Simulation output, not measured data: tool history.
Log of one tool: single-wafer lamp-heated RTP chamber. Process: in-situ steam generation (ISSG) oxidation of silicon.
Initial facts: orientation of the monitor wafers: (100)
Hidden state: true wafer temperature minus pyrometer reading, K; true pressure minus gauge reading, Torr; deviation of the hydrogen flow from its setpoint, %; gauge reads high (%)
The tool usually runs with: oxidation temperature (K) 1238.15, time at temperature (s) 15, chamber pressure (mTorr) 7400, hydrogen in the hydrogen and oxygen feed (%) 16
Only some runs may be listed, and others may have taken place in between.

run,hour,oxidation temperature (K),time at temperature (s),chamber pressure (mTorr),hydrogen in the hydrogen and oxygen feed (%),wafers since the last listed run,wafers since the last pyrometer calibration,hours since the pressure gauge was zeroed,hours since the hydrogen flow controller was replaced,hours since the gauge calibration,"read-back reference wafer on the same gauge, thickness",oxide thickness on the monitor wafer (Å)
1,0.0,1238.15,15,7400,16,0,1889,1280.1,3996.5,53.9,3.911,38.56
2,16.4,1238.15,15,7400,16,131,2021,1296.5,4012.9,70.3,3.908,38.69
3,25.3,1238.15,15,6900,16,71,2093,1305.4,4021.8,79.2,3.907,38.35
4,40.5,1238.15,18,7400,16,122,2215,1320.6,4037.0,94.4,3.910,41.85
5,51.8,1238.15,15,7400,16,90,2306,1331.9,4048.3,105.7,3.910,38.64
6,59.3,1238.15,15,7400,14,60,2366,1339.4,4055.8,113.2,3.909,37.54
7,65.9,1238.15,15,7400,14,53,2419,1346.0,4062.4,119.8,3.909,37.65
8,74.7,1238.15,15,7400,14,70,2490,1354.8,4071.2,128.6,3.910,37.75
9,87.7,1238.15,17,7400,16,104,2595,1367.8,4084.2,141.6,3.909,40.96
10,102.0,1238.15,17,7400,16,115,2710,1382.1,4098.5,155.9,3.909,41.04
# hour 116.0: hydrogen flow controller replaced
11,116.5,1238.15,15,7400,16,52,2762,1396.6,0.5,170.4,3.909,39.01
12,124.3,1238.15,15,7400,16,62,2825,1404.4,8.3,178.2,3.910,38.88
13,138.4,1238.15,15,8900,11,113,2938,1418.5,22.4,192.3,3.910,35.92
# hour 153.0: pressure gauge zeroed
14,153.5,1232.15,11,7900,25,57,2995,0.5,37.5,207.4,3.909,37.97
# hour 184.3: pyrometer window cleaned and pyrometer calibrated
15,186.8,1238.15,18,7400,21,203,20,33.8,70.8,240.7,3.910,43.52
16,202.8,1222.15,11,6900,16,128,149,49.8,86.8,256.7,3.909,31.98
# hour 208.7: gauge calibrated
17,213.1,1223.15,15,7400,16,82,232,60.1,97.1,4.4,3.911,36.29
18,220.3,1238.15,15,8000,16,57,289,67.3,104.3,11.6,3.910,38.07
19,227.4,1238.15,15,7400,16,57,347,74.4,111.4,18.7,3.911,38.02
20,243.1,1252.15,20,6900,23,126,473,90.1,127.1,34.4,3.912,48.78
21,253.7,1238.15,15,7400,13,85,558,100.7,137.7,45.0,3.910,36.29
22,265.6,1238.15,15,8200,16,95,654,112.6,149.6,56.9,3.910,38.15

Same runs, no hidden state in the tool, same run-to-run variation:
run,oxide thickness on the monitor wafer (Å)
1,37.78
2,37.86
3,37.50
4,40.81
5,37.71
6,36.62
7,36.70
8,36.78
9,39.81
10,39.84
11,37.88
12,37.73
13,34.83
14,36.94
15,43.48
16,31.93
17,36.20
18,37.95
19,37.87
20,48.48
21,36.08
22,37.89
